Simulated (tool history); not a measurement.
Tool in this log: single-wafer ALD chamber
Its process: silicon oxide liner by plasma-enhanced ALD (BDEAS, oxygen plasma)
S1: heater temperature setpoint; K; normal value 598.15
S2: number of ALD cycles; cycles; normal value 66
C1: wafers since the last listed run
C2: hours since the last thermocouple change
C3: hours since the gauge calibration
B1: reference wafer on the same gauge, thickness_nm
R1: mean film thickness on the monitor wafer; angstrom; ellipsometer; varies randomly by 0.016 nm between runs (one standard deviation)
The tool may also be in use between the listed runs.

Run 1, hour 0.0: usual settings; C1 0; C2 2381.9; C3 375.1; B1 5.892. Result: R1 62.74 angstrom.
Run 2, hour 101.0: usual settings; C1 486; C2 2482.9; C3 476.1; B1 5.886. Result: R1 62.79 angstrom.
Run 3, hour 174.6: usual settings; C1 354; C2 2556.5; C3 549.7; B1 5.888. Result: R1 62.97 angstrom.
Run 4, hour 228.8: usual settings; C1 261; C2 2610.7; C3 603.9; B1 5.892. Result: R1 63.09 angstrom.
Run 5, hour 289.4: usual settings; C1 291; C2 2671.3; C3 664.5; B1 5.891. Result: R1 62.37 angstrom.
At hour 336.7: thermocouple changed; heater temperature recalibrated.
Run 6, hour 362.1: usual settings; C1 311; C2 25.4; C3 737.2; B1 5.887. Result: R1 62.70 angstrom.
Run 7, hour 405.7: usual settings; C1 210; C2 69.0; C3 780.8; B1 5.887. Result: R1 62.80 angstrom.
Run 8, hour 494.5: usual settings; C1 427; C2 157.8; C3 869.6; B1 5.891. Result: R1 62.71 angstrom.
Run 9, hour 540.9: usual settings but S1 603.15 K, S2 57 cycles; C1 223; C2 204.2; C3 916.0; B1 5.894. Result: R1 53.64 angstrom.

Predict the results of run 10:
Run 10, hour 602.6: usual settings but S1 585.15 K, S2 79 cycles; C1 297; C2 265.9; C3 977.7; B1 ?. Result: R1 ?.

B1: 5.885
R1: 76.82 angstrom
Take away the tool's hidden state, keep the run-to-run variation as it was, and the same run would have given R1 76.82 angstrom.

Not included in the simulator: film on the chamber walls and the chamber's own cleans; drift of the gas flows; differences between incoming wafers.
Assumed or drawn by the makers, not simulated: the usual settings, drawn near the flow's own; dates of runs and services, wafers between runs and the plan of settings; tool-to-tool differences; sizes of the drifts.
